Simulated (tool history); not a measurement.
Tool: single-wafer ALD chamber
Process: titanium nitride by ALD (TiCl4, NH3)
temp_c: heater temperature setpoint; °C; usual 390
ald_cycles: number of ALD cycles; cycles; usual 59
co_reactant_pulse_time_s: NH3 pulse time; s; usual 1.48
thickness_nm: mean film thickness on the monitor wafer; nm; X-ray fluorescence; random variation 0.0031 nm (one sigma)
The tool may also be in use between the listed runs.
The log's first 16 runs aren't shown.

run	day	temp_c	ald_cycles	co_reactant_pulse_time_s	read-back reference wafer on the same gauge, thickness_nm	thickness_nm
17	34.550	390	59	1.48	1.049	1.257
18	37.108	390	59	1.22	1.049	1.252
19	39.904	390	68	1.48	1.049	1.456
20	41.404	390	59	1.48	1.050	1.261
21	42.854	390	59	1.48	1.051	1.258
# day 43.500: gauge calibrated
22	44.538	394	54	1.48	1.032	1.143
23	50.142	401	55	1.02	1.037	1.164
# day 51.171: showerhead replaced
24	51.258	403	59	1.19	1.039	1.259
25	53.292	390	53	1.48	1.039	1.124
26	54.758	390	59	0.94	1.040	1.232
27	56.746	390	68	0.93	1.042	1.425
28	60.054	375	50	1.17	1.043	1.025
29	61.879	397	59	1.48	1.045	1.264
30	64.012	390	59	1.48	1.045	1.258
31	65.388	383	52	1.48	1.046	1.102
# day 65.967: thermocouple changed; heater temperature recalibrated
32	67.508	390	59	1.48	1.047	1.254
33	68.700	390	59	1.48	1.049	1.255
34	69.742	379	63	1.24	1.047	1.316
35	71.325	378	52	1.15	1.047	1.078
36	73.408	379	59	1.13	1.048	1.229
37	75.675	395	59	1.48	1.049	1.268
38	77.933	390	59	1.48	1.050	1.258
39	85.967	390	52	1.48	1.052	1.114
40	88.475	390	59	1.48	1.053	1.268

Forecast each of these 4 alternatives for the next run:
A	88.496	390	70	1.48	?	?
B	88.496	404	59	1.78	?	?
C	88.496	399	59	1.48	?	?
D	88.496	403	59	1.48	?	?

run	read-back reference wafer on the same gauge, thickness_nm	thickness_nm
A	1.052	1.493
B	1.052	1.284
C	1.052	1.273
D	1.052	1.276
Without the tool's hidden state the same runs would have given:
run	thickness_nm
A	1.462
B	1.257
C	1.247
D	1.250

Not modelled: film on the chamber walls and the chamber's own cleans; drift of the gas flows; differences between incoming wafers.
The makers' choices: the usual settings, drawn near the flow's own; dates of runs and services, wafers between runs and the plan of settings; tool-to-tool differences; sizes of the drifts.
